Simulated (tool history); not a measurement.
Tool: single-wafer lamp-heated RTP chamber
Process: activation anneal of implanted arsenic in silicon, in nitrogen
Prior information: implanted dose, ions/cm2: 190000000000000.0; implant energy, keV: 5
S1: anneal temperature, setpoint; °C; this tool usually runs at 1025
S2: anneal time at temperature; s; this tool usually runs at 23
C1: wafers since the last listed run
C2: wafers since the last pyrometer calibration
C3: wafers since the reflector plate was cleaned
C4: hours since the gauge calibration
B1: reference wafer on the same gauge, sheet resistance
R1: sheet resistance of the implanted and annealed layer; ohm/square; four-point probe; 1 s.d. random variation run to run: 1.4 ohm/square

| run | hour | S1 | S2 | C1 | C2 | C3 | C4 | B1 | R1 |
|---|---|---|---|---|---|---|---|---|---|
| 1 | 0.0 | 1025 | 19 | 0 | 2265 | 14854 | 495.0 | 504.98 | 477.22 |
|  | 2.0 | reflector plate cleaned |
| 2 | 75.2 | 1005 | 17 | 775 | 3040 | 775 | 570.2 | 505.25 | 489.70 |
| 3 | 116.0 | 1025 | 23 | 432 | 3472 | 1207 | 611.0 | 505.11 | 474.67 |
| 4 | 187.1 | 1025 | 23 | 752 | 4225 | 1960 | 682.1 | 504.42 | 473.79 |
| 5 | 323.3 | 1025 | 23 | 1442 | 5668 | 3402 | 818.3 | 505.05 | 470.42 |
| 6 | 397.3 | 1025 | 13 | 783 | 6451 | 4186 | 892.3 | 505.08 | 485.91 |
| 7 | 444.2 | 1025 | 13 | 496 | 6948 | 4683 | 939.2 | 504.75 | 484.65 |
| 8 | 483.1 | 1025 | 13 | 411 | 7360 | 5095 | 978.1 | 504.47 | 483.64 |
| 9 | 566.7 | 1025 | 23 | 885 | 8245 | 5980 | 1061.7 | 505.32 | 469.88 |
| 10 | 657.1 | 1025 | 23 | 957 | 9203 | 6937 | 1152.1 | 504.62 | 469.76 |
|  | 677.8 | pyrometer window cleaned and pyrometer calibrated |
| 11 | 761.2 | 1025 | 36 | 1017 | 883 | 7955 | 1256.2 | 505.47 | 459.64 |
| 12 | 811.9 | 1025 | 23 | 536 | 1420 | 8492 | 1306.9 | 504.60 | 470.89 |
| 13 | 879.9 | 1025 | 23 | 720 | 2140 | 9212 | 1374.9 | 505.08 | 470.65 |
| 14 | 970.3 | 1025 | 10 | 957 | 3097 | 10170 | 1465.3 | 505.22 | 490.25 |
|  | 1030.0 | gauge calibrated |
| 15 | 1040.6 | 1025 | 27 | 744 | 3842 | 10914 | 10.6 | 504.70 | 466.93 |
| 16 | 1093.2 | 1006 | 14 | 557 | 4399 | 11471 | 63.2 | 505.73 | 491.57 |
|  | 1120.6 | reflector plate cleaned |
| 17 | 1153.8 | 998 | 19 | 557 | 4956 | 351 | 123.8 | 504.55 | 492.06 |
| 18 | 1224.3 | 1003 | 23 | 746 | 5702 | 1098 | 194.3 | 505.21 | 485.98 |
| 19 | 1329.0 | 1051 | 23 | 1108 | 6811 | 2207 | 299.0 | 504.82 | 457.98 |

For run 20, what comes out?
|  | 1373.4 | pyrometer window cleaned and pyrometer calibrated |
| 20 | 1410.5 | 1014 | 36 | 778 | 393 | 2985 | 380.5 | ? | ? |

B1: 504.59
R1: 468.42 ohm/square
The same run, on a tool lacking any hidden state, would have yielded R1 471.24 ohm/square.

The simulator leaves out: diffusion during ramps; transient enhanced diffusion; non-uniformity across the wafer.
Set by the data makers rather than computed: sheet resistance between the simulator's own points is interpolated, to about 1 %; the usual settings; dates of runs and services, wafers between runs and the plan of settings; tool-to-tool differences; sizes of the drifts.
